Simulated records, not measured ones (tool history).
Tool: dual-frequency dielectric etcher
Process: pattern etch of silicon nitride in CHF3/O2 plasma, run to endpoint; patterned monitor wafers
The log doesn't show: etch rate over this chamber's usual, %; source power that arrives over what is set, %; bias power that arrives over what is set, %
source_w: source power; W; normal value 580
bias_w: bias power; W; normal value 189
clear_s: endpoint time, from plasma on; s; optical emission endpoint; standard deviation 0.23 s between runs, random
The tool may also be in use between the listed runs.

run	hour	source_w	bias_w	wafers since the last listed run	hours since the last wet clean	hours since the last source power generator calibration	hours since the last bias power generator calibration	hours since the last upper electrode change	incoming incoming film thickness, nm	clear_s
1	0.0	580	189	0	152.6	2112.1	892.0	3801.1	112.0	76.6
2	31.5	580	189	258	184.1	2143.6	923.5	3832.6	110.4	75.6
3	46.2	580	189	120	198.8	2158.3	938.2	3847.3	112.5	76.7
4	64.9	580	189	153	217.5	2177.0	956.9	3866.0	111.7	76.1
5	88.8	580	189	196	241.4	2200.9	980.8	3889.9	111.8	76.1
6	108.0	580	189	157	260.6	2220.1	1000.0	3909.1	112.5	77.0
7	127.6	580	189	160	280.2	2239.7	1019.6	3928.7	112.3	76.6
8	153.7	580	189	214	306.3	2265.8	1045.7	3954.8	112.1	76.0
9	174.0	580	176	166	326.6	2286.1	1066.0	3975.1	111.3	78.4
10	200.1	580	176	214	352.7	2312.2	1092.1	4001.2	112.0	78.5
11	218.4	490	189	150	371.0	2330.5	1110.4	4019.5	112.3	81.3
12	243.0	490	189	201	395.6	2355.1	1135.0	4044.1	111.1	80.5
# hour 277.0: wet clean of the chamber
13	277.5	490	189	86	0.5	2389.6	1169.5	4078.6	113.9	83.7
# hour 327.6: upper electrode replaced
14	328.1	500	166	218	51.1	2440.2	1220.1	0.5	112.0	86.2
15	339.1	580	189	90	62.1	2451.2	1231.1	11.5	111.1	76.8
# hour 346.1: source power generator calibrated
16	358.2	580	189	123	81.2	12.1	1250.2	30.6	112.8	77.3
17	392.7	580	217	282	115.7	46.6	1284.7	65.1	112.7	72.9
18	408.6	650	189	130	131.6	62.5	1300.6	81.0	112.8	74.3
19	432.9	540	231	199	155.9	86.8	1324.9	105.3	114.1	74.3
20	487.6	580	189	448	210.6	141.5	1379.6	160.0	111.3	76.4
21	507.2	580	189	160	230.2	161.1	1399.2	179.6	112.9	77.7
# hour 517.5: bias power generator calibrated
22	527.8	500	219	136	250.8	181.7	10.3	200.2	112.1	74.9
23	556.0	580	189	231	279.0	209.9	38.5	228.4	112.2	75.6
24	571.2	580	218	124	294.2	225.1	53.7	243.6	111.6	70.6
25	585.8	580	164	119	308.8	239.7	68.3	258.2	111.8	80.2
26	610.2	700	164	200	333.2	264.1	92.7	282.6	112.6	74.8
27	645.9	480	224	292	368.9	299.8	128.4	318.3	111.8	75.0
28	663.3	700	165	142	386.3	317.2	145.8	335.7	111.9	74.3
29	681.0	480	151	145	404.0	334.9	163.5	353.4	112.5	89.7
30	693.9	540	235	105	416.9	347.8	176.4	366.3	111.9	70.4
31	721.6	630	189	227	444.6	375.5	204.1	394.0	111.4	72.0
32	751.1	710	144	241	474.1	405.0	233.6	423.5	111.9	77.5

Estimate the outcome of run 33 from the log above:
# hour 788.3: wet clean of the chamber
33	788.8	630	225	112	0.5	442.7	271.3	461.2	112.1	?

{"run 33": {"clear_s": 68.4}}
With no hidden state in the tool, this same run would have given clear_s 68.2 s.
